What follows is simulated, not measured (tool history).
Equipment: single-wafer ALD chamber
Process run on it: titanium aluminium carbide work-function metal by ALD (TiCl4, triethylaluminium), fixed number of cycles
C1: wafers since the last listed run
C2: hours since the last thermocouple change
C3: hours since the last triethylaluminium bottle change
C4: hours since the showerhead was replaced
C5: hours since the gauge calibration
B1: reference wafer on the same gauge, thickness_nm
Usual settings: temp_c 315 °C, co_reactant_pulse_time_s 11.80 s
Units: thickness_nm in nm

run 1 day=0.000 | temp_c=315 co_reactant_pulse_time_s=11.80 | C1=0 C2=1834.8 C3=1364.4 C4=2919.4 C5=208.3 | B1=2.561 | thickness_nm=2.200
run 2 day=1.108 | temp_c=315 co_reactant_pulse_time_s=11.80 | C1=248 C2=1861.4 C3=1391.0 C4=2946.0 C5=234.9 | B1=2.561 | thickness_nm=2.187
run 3 day=2.058 | temp_c=315 co_reactant_pulse_time_s=11.80 | C1=212 C2=1884.2 C3=1413.8 C4=2968.8 C5=257.7 | B1=2.559 | thickness_nm=2.189
run 4 day=3.025 | temp_c=306 co_reactant_pulse_time_s=11.80 | C1=216 C2=1907.4 C3=1437.0 C4=2992.0 C5=280.9 | B1=2.558 | thickness_nm=2.111
run 5 day=4.196 | temp_c=306 co_reactant_pulse_time_s=11.80 | C1=262 C2=1935.5 C3=1465.1 C4=3020.1 C5=309.0 | B1=2.560 | thickness_nm=2.114
run 6 day=4.738 | temp_c=306 co_reactant_pulse_time_s=11.80 | C1=121 C2=1948.5 C3=1478.1 C4=3033.1 C5=322.0 | B1=2.560 | thickness_nm=2.131
run 7 day=5.875 | temp_c=315 co_reactant_pulse_time_s=8.41 | C1=254 C2=1975.8 C3=1505.4 C4=3060.4 C5=349.3 | B1=2.557 | thickness_nm=1.865
run 8 day=6.525 | temp_c=315 co_reactant_pulse_time_s=8.41 | C1=145 C2=1991.4 C3=1521.0 C4=3076.0 C5=364.9 | B1=2.560 | thickness_nm=1.863
run 9 day=7.375 | temp_c=315 co_reactant_pulse_time_s=8.41 | C1=190 C2=2011.8 C3=1541.4 C4=3096.4 C5=385.3 | B1=2.560 | thickness_nm=1.867
-- day=8.538 showerhead replaced
run 10 day=8.588 | temp_c=315 co_reactant_pulse_time_s=11.80 | C1=196 C2=2040.9 C3=1570.5 C4=1.2 C5=414.4 | B1=2.562 | thickness_nm=2.184
run 11 day=9.479 | temp_c=315 co_reactant_pulse_time_s=11.80 | C1=199 C2=2062.3 C3=1591.9 C4=22.6 C5=435.8 | B1=2.559 | thickness_nm=2.169
run 12 day=10.038 | temp_c=315 co_reactant_pulse_time_s=9.48 | C1=124 C2=2075.7 C3=1605.3 C4=36.0 C5=449.2 | B1=2.560 | thickness_nm=2.000
run 13 day=10.600 | temp_c=315 co_reactant_pulse_time_s=9.48 | C1=125 C2=2089.2 C3=1618.8 C4=49.5 C5=462.7 | B1=2.561 | thickness_nm=1.978
run 14 day=11.329 | temp_c=302 co_reactant_pulse_time_s=15.86 | C1=163 C2=2106.7 C3=1636.3 C4=67.0 C5=480.2 | B1=2.560 | thickness_nm=2.217
-- day=12.296 gauge calibrated
run 15 day=12.567 | temp_c=323 co_reactant_pulse_time_s=16.24 | C1=276 C2=2136.4 C3=1666.0 C4=96.7 C5=6.5 | B1=2.560 | thickness_nm=2.418
-- day=13.496 triethylaluminium bottle replaced
-- day=14.433 thermocouple changed; heater temperature recalibrated
run 16 day=16.383 | temp_c=308 co_reactant_pulse_time_s=11.80 | C1=704 C2=46.8 C3=69.3 C4=188.3 C5=98.1 | B1=2.562 | thickness_nm=2.324
run 17 day=17.333 | temp_c=328 co_reactant_pulse_time_s=7.16 | C1=212 C2=69.6 C3=92.1 C4=211.1 C5=120.9 | B1=2.561 | thickness_nm=2.164
run 18 day=18.275 | temp_c=315 co_reactant_pulse_time_s=8.51 | C1=210 C2=92.2 C3=114.7 C4=233.7 C5=143.5 | B1=2.559 | thickness_nm=2.225
run 19 day=19.679 | temp_c=315 co_reactant_pulse_time_s=11.80 | C1=314 C2=125.9 C3=148.4 C4=267.4 C5=177.2 | B1=2.560 | thickness_nm=2.401
run 20 day=20.521 | temp_c=315 co_reactant_pulse_time_s=11.80 | C1=188 C2=146.1 C3=168.6 C4=287.6 C5=197.4 | B1=2.559 | thickness_nm=2.357
run 21 day=21.125 | temp_c=326 co_reactant_pulse_time_s=11.80 | C1=135 C2=160.6 C3=183.1 C4=302.1 C5=211.9 | B1=2.560 | thickness_nm=2.447
run 22 day=22.271 | temp_c=315 co_reactant_pulse_time_s=8.41 | C1=256 C2=188.1 C3=210.6 C4=329.6 C5=239.4 | B1=2.559 | thickness_nm=2.174
run 23 day=23.450 | temp_c=307 co_reactant_pulse_time_s=15.02 | C1=263 C2=216.4 C3=238.9 C4=357.9 C5=267.7 | B1=2.560 | thickness_nm=2.366
run 24 day=24.488 | temp_c=306 co_reactant_pulse_time_s=13.79 | C1=232 C2=241.3 C3=263.8 C4=382.8 C5=292.6 | B1=2.560 | thickness_nm=2.315
run 25 day=27.300 | temp_c=315 co_reactant_pulse_time_s=11.80 | C1=629 C2=308.8 C3=331.3 C4=450.3 C5=360.1 | B1=2.561 | thickness_nm=2.334
run 26 day=28.692 | temp_c=308 co_reactant_pulse_time_s=9.70 | C1=311 C2=342.2 C3=364.7 C4=483.7 C5=393.5 | B1=2.561 | thickness_nm=2.190
run 27 day=29.429 | temp_c=308 co_reactant_pulse_time_s=14.09 | C1=165 C2=359.9 C3=382.4 C4=501.4 C5=411.2 | B1=2.560 | thickness_nm=2.322
run 28 day=29.967 | temp_c=315 co_reactant_pulse_time_s=11.80 | C1=120 C2=372.8 C3=395.3 C4=514.3 C5=424.1 | B1=2.560 | thickness_nm=2.343
run 29 day=30.671 | temp_c=315 co_reactant_pulse_time_s=9.26 | C1=157 C2=389.7 C3=412.2 C4=531.2 C5=441.0 | B1=2.561 | thickness_nm=2.171
run 30 day=31.796 | temp_c=304 co_reactant_pulse_time_s=14.01 | C1=251 C2=416.7 C3=439.2 C4=558.2 C5=468.0 | B1=2.558 | thickness_nm=2.298
run 31 day=32.721 | temp_c=315 co_reactant_pulse_time_s=11.80 | C1=207 C2=438.9 C3=461.4 C4=580.4 C5=490.2 | B1=2.561 | thickness_nm=2.316
-- day=32.888 gauge calibrated
run 32 day=33.621 | temp_c=305 co_reactant_pulse_time_s=10.15 | C1=201 C2=460.5 C3=483.0 C4=602.0 C5=17.6 | B1=2.559 | thickness_nm=2.157
run 33 day=35.062 | temp_c=319 co_reactant_pulse_time_s=15.14 | C1=322 C2=495.1 C3=517.6 C4=636.6 C5=52.2 | B1=2.563 | thickness_nm=2.428

Each row is a separate what-if for the run after 33, all from the same tool condition, not one after another. Results?
run A day=35.079 | temp_c=315 co_reactant_pulse_time_s=11.80 | C1=3 C2=495.5 C3=518.0 C4=637.0 C5=52.6 | B1=? | thickness_nm=?
run B day=35.079 | temp_c=301 co_reactant_pulse_time_s=13.48 | C1=3 C2=495.5 C3=518.0 C4=637.0 C5=52.6 | B1=? | thickness_nm=?
run C day=35.079 | temp_c=308 co_reactant_pulse_time_s=16.05 | C1=3 C2=495.5 C3=518.0 C4=637.0 C5=52.6 | B1=? | thickness_nm=?
run D day=35.079 | temp_c=306 co_reactant_pulse_time_s=9.48 | C1=3 C2=495.5 C3=518.0 C4=637.0 C5=52.6 | B1=? | thickness_nm=?

run=A B1=2.561 thickness_nm=2.289
run=B B1=2.561 thickness_nm=2.228
run=C B1=2.561 thickness_nm=2.333
run=D B1=2.561 thickness_nm=2.077
The same runs, with their run-to-run variation unchanged, on a tool lacking any hidden condition would have given:
run=A thickness_nm=2.396
run=B thickness_nm=2.295
run=C thickness_nm=2.369
run=D thickness_nm=2.251

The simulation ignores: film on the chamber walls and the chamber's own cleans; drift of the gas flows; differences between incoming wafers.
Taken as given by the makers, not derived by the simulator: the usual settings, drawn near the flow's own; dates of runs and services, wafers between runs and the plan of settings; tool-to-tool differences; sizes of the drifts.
